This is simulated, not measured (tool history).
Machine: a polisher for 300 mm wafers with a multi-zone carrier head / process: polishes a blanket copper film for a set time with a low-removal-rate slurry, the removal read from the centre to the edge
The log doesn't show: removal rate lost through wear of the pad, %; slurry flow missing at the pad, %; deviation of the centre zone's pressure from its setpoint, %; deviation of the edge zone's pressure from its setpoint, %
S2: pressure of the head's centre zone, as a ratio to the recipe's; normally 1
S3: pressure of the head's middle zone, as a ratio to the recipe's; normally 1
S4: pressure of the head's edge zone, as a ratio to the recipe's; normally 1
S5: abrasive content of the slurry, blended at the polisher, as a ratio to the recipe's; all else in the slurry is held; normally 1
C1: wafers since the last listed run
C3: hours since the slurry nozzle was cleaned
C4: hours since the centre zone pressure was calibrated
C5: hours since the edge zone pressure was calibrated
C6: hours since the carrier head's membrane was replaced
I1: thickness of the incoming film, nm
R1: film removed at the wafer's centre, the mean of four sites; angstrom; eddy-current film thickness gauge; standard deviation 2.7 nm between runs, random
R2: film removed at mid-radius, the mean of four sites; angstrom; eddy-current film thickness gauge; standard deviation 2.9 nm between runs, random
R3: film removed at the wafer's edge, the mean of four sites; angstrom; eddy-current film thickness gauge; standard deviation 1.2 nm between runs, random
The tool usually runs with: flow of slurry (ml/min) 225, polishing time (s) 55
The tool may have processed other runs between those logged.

{"run": 1, "hour": 0.0, "flow of slurry (ml/min)": 225, "S2": 1, "S3": 1, "S4": 1, "S5": 1, "polishing time (s)": 55, "C1": 0, "wafers polished on this pad": 862, "C3": 286.2, "C4": 479.2, "C5": 519.9, "C6": 1231, "I1": 775.4, "R1": 1847, "R2": 1977, "R3": 1960}
{"run": 2, "hour": 6.5, "flow of slurry (ml/min)": 225, "S2": 1, "S3": 1, "S4": 1, "S5": 1, "polishing time (s)": 55, "C1": 105, "wafers polished on this pad": 968, "C3": 292.7, "C4": 485.7, "C5": 526.4, "C6": 1237.5, "I1": 781.3, "R1": 1827, "R2": 1953, "R3": 1943}
{"run": 3, "hour": 12.8, "flow of slurry (ml/min)": 225, "S2": 1, "S3": 1, "S4": 1, "S5": 1, "polishing time (s)": 55, "C1": 102, "wafers polished on this pad": 1071, "C3": 299, "C4": 492, "C5": 532.7, "C6": 1243.8, "I1": 777.3, "R1": 1859, "R2": 1934, "R3": 1936}
{"hour": 21.1, "done": "worn pad replaced by a new one"}
{"run": 4, "hour": 21.5, "flow of slurry (ml/min)": 225, "S2": 1, "S3": 1, "S4": 1, "S5": 1, "polishing time (s)": 55, "C1": 76, "wafers polished on this pad": 6, "C3": 307.7, "C4": 500.7, "C5": 541.4, "C6": 1252.5, "I1": 791.9, "R1": 1838, "R2": 1949, "R3": 1959}
{"run": 5, "hour": 33.7, "flow of slurry (ml/min)": 225, "S2": 1, "S3": 1, "S4": 1, "S5": 1, "polishing time (s)": 55, "C1": 198, "wafers polished on this pad": 205, "C3": 319.9, "C4": 512.9, "C5": 553.6, "C6": 1264.7, "I1": 777.6, "R1": 1842, "R2": 1986, "R3": 1960}
{"run": 6, "hour": 41.4, "flow of slurry (ml/min)": 225, "S2": 1, "S3": 1, "S4": 1, "S5": 1.2, "polishing time (s)": 55, "C1": 125, "wafers polished on this pad": 330, "C3": 327.6, "C4": 520.6, "C5": 561.3, "C6": 1272.4, "I1": 794.5, "R1": 1900, "R2": 2092, "R3": 2009}
{"hour": 58.2, "done": "edge zone pressure recalibrated"}
{"run": 7, "hour": 58.7, "flow of slurry (ml/min)": 225, "S2": 1, "S3": 1, "S4": 1, "S5": 1.2, "polishing time (s)": 55, "C1": 249, "wafers polished on this pad": 580, "C3": 344.9, "C4": 537.9, "C5": 0.5, "C6": 1289.7, "I1": 780.9, "R1": 1885, "R2": 2082, "R3": 2027}
{"run": 8, "hour": 69.8, "flow of slurry (ml/min)": 190, "S2": 1, "S3": 1, "S4": 1, "S5": 1, "polishing time (s)": 62, "C1": 180, "wafers polished on this pad": 761, "C3": 356, "C4": 549, "C5": 11.6, "C6": 1300.8, "I1": 768.3, "R1": 1986, "R2": 2245, "R3": 2162}
{"hour": 82.3, "done": "worn pad replaced by a new one, of another model than before"}
{"run": 9, "hour": 82.8, "flow of slurry (ml/min)": 190, "S2": 1, "S3": 1, "S4": 1, "S5": 1, "polishing time (s)": 62, "C1": 146, "wafers polished on this pad": 7, "C3": 369, "C4": 562, "C5": 24.6, "C6": 1313.8, "I1": 770.8, "R1": 2016, "R2": 2149, "R3": 2144}
{"hour": 89.7, "done": "carrier head's membrane replaced by a new one"}
{"run": 10, "hour": 90.2, "flow of slurry (ml/min)": 190, "S2": 1, "S3": 1, "S4": 1.07, "S5": 1.2, "polishing time (s)": 68, "C1": 39, "wafers polished on this pad": 47, "C3": 376.4, "C4": 569.4, "C5": 32, "C6": 0.5, "I1": 773.3, "R1": 2178, "R2": 2500, "R3": 2539}
{"run": 11, "hour": 100.9, "flow of slurry (ml/min)": 225, "S2": 1, "S3": 1, "S4": 0.91, "S5": 1.25, "polishing time (s)": 55, "C1": 174, "wafers polished on this pad": 221, "C3": 387.1, "C4": 580.1, "C5": 42.7, "C6": 11.2, "I1": 792.5, "R1": 1868, "R2": 2083, "R3": 1960}
{"run": 12, "hour": 111.0, "flow of slurry (ml/min)": 225, "S2": 1, "S3": 0.92, "S4": 0.88, "S5": 0.8, "polishing time (s)": 44, "C1": 164, "wafers polished on this pad": 386, "C3": 397.2, "C4": 590.2, "C5": 52.8, "C6": 21.3, "I1": 785.5, "R1": 1366, "R2": 1432, "R3": 1399}
{"run": 13, "hour": 121.0, "flow of slurry (ml/min)": 225, "S2": 1, "S3": 1, "S4": 1, "S5": 1, "polishing time (s)": 55, "C1": 163, "wafers polished on this pad": 549, "C3": 407.2, "C4": 600.2, "C5": 62.8, "C6": 31.3, "I1": 793, "R1": 1778, "R2": 2007, "R3": 1937}
{"run": 14, "hour": 137.7, "flow of slurry (ml/min)": 225, "S2": 1.11, "S3": 1, "S4": 1, "S5": 1, "polishing time (s)": 55, "C1": 272, "wafers polished on this pad": 821, "C3": 423.9, "C4": 616.9, "C5": 79.5, "C6": 48, "I1": 786.5, "R1": 1942, "R2": 1941, "R3": 1951}
{"hour": 149.8, "done": "worn pad replaced by a new one"}
{"run": 15, "hour": 150.3, "flow of slurry (ml/min)": 225, "S2": 1, "S3": 0.93, "S4": 1, "S5": 1.15, "polishing time (s)": 55, "C1": 140, "wafers polished on this pad": 7, "C3": 436.5, "C4": 629.5, "C5": 92.1, "C6": 60.6, "I1": 773.1, "R1": 1741, "R2": 1922, "R3": 2022}
{"hour": 155.6, "done": "slurry nozzle cleaned"}
{"run": 16, "hour": 160.4, "flow of slurry (ml/min)": 295, "S2": 1, "S3": 1, "S4": 1.07, "S5": 1.3, "polishing time (s)": 38, "C1": 148, "wafers polished on this pad": 155, "C3": 4.8, "C4": 639.6, "C5": 102.2, "C6": 70.7, "I1": 785.3, "R1": 1296, "R2": 1482, "R3": 1502}
{"run": 17, "hour": 174.1, "flow of slurry (ml/min)": 225, "S2": 1, "S3": 1, "S4": 1, "S5": 1, "polishing time (s)": 55, "C1": 223, "wafers polished on this pad": 379, "C3": 18.5, "C4": 653.3, "C5": 115.9, "C6": 84.4, "I1": 770.4, "R1": 1773, "R2": 2012, "R3": 1942}
{"hour": 188.6, "done": "centre zone pressure recalibrated"}
{"hour": 210.5, "done": "worn pad replaced by a new one"}
{"run": 18, "hour": 221.1, "flow of slurry (ml/min)": 225, "S2": 1.11, "S3": 1, "S4": 1, "S5": 1, "polishing time (s)": 55, "C1": 668, "wafers polished on this pad": 173, "C3": 65.5, "C4": 32.5, "C5": 162.9, "C6": 131.4, "I1": 773.8, "R1": 2136, "R2": 1975, "R3": 1945}
{"run": 19, "hour": 231.3, "flow of slurry (ml/min)": 225, "S2": 1, "S3": 1, "S4": 1, "S5": 1, "polishing time (s)": 55, "C1": 166, "wafers polished on this pad": 339, "C3": 75.7, "C4": 42.7, "C5": 173.1, "C6": 141.6, "I1": 785.8, "R1": 1967, "R2": 2006, "R3": 1939}
{"run": 20, "hour": 262.3, "flow of slurry (ml/min)": 225, "S2": 1, "S3": 1, "S4": 1, "S5": 1, "polishing time (s)": 43, "C1": 505, "wafers polished on this pad": 845, "C3": 106.7, "C4": 73.7, "C5": 204.1, "C6": 172.6, "I1": 784.5, "R1": 1499, "R2": 1550, "R3": 1509}

How would selected steps in R1 from run to run divide? Give the signed amount a tool lacking its hidden state would still show from settings, what came in and random variation, and the signed amount left for the hidden state, including any gauge scatter that is not in both of the compared results.
Run 11 -> 12: S3 1 -> 0.92, S4 0.91 -> 0.88, S5 1.25 -> 0.8, polishing time (s) 55 -> 44. R1 -502 angstrom: hidden state +49, all else -551.
Run 16 -> 17: flow of slurry (ml/min) 295 -> 225, S4 1.07 -> 1, S5 1.3 -> 1, polishing time (s) 38 -> 55. R1 +477 angstrom: hidden state -75, all else +552.
Run 17 -> 18: S2 1 -> 1.11, centre zone pressure recalibrated, worn pad replaced by a new one. R1 +363 angstrom: hidden state +206, all else +157.

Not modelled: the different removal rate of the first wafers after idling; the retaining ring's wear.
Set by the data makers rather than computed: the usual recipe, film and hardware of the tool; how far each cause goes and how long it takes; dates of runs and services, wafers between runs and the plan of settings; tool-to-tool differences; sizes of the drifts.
